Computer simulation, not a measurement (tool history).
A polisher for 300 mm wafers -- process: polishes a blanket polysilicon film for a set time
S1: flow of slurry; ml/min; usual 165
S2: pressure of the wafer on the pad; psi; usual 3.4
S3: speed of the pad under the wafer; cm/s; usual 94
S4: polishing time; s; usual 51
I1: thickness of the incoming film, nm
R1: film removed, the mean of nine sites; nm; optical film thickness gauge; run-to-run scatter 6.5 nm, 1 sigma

Run 1, hour 0: usual settings but S2 2.7 psi; I1 1327.7. Result: R1 322.8 nm.
At hour 5.8: slurry nozzle cleaned.
Run 2, hour 92.4: usual settings but S3 74 cm/s; I1 1331.7. Result: R1 394.5 nm.
At hour 145.5: worn pad replaced by a new one.
Run 3, hour 161.3: usual settings but S3 74 cm/s; I1 1332.7. Result: R1 374.7 nm.
Run 4, hour 256.8: usual settings but S3 112 cm/s; I1 1347.1. Result: R1 474.2 nm.
At hour 295.9: slurry nozzle cleaned.
Run 5, hour 303.4: usual settings but S4 38 s; I1 1338.9. Result: R1 348.2 nm.
Run 6, hour 401.7: usual settings but S4 38 s; I1 1337.8. Result: R1 342.4 nm.
At hour 429.9: worn pad replaced by a new one.
At hour 496.5: head pressure recalibrated.
At hour 598.5: slurry nozzle cleaned.
At hour 671: worn pad replaced by a new one.
Run 7, hour 702.6: usual settings but S4 38 s; I1 1332.3. Result: R1 343.8 nm.
Run 8, hour 806.8: usual settings but S1 225 ml/min, S3 112 cm/s; I1 1323.7. Result: R1 518.8 nm.
Run 9, hour 909: usual settings but S1 140 ml/min, S2 4 psi, S3 84 cm/s, S4 44 s; I1 1348.8. Result: R1 359.6 nm.
At hour 915.4: slurry nozzle cleaned.
At hour 952: worn pad replaced by a new one, of another model than before.
Run 10, hour 963.1: usual settings; I1 1330. Result: R1 466.4 nm.
Run 11, hour 1069: usual settings but S1 120 ml/min, S2 4.4 psi, S3 84 cm/s, S4 60 s; I1 1330.7. Result: R1 518.8 nm.
Run 12, hour 1110.7: usual settings but S1 135 ml/min, S2 2.8 psi, S4 69 s; I1 1350.8. Result: R1 534.1 nm.
At hour 1199.6: slurry nozzle cleaned.
At hour 1202.4: worn pad replaced by a new one.
Run 13, hour 1205.5: usual settings but S1 130 ml/min, S2 2.4 psi, S3 74 cm/s, S4 36 s; I1 1341.9. Result: R1 216.2 nm.
Run 14, hour 1303.5: usual settings but S1 210 ml/min, S2 2.3 psi, S3 116 cm/s; I1 1347.7. Result: R1 480.5 nm.
Run 15, hour 1404.3: usual settings but S4 62 s; I1 1334.6. Result: R1 538.5 nm.

Each row is a separate what-if for the run after 15, all from the same tool condition, not one after another. Results?
Run A, hour 1404.7: usual settings but S3 64 cm/s; I1 1338.4. Result: R1 ?.
Run B, hour 1404.7: usual settings but S3 76 cm/s, S4 35 s; I1 1338.4. Result: R1 ?.
Run C, hour 1404.7: usual settings but S1 110 ml/min, S2 4.5 psi; I1 1338.4. Result: R1 ?.
Run D, hour 1404.7: usual settings but S2 4.2 psi, S3 120 cm/s, S4 56 s; I1 1338.4. Result: R1 ?.
Run E, hour 1404.7: usual settings but S1 225 ml/min; I1 1338.4. Result: R1 ?.

run     R1
  A  308.1
  B  247.2
  C    467
  D  677.4
  E  462.3
The same runs, with their run-to-run variation unchanged, on a tool lacking any hidden condition would have given:
run     R1
  A    329
  B    264
  C  510.9
  D  723.4
  E  486.5

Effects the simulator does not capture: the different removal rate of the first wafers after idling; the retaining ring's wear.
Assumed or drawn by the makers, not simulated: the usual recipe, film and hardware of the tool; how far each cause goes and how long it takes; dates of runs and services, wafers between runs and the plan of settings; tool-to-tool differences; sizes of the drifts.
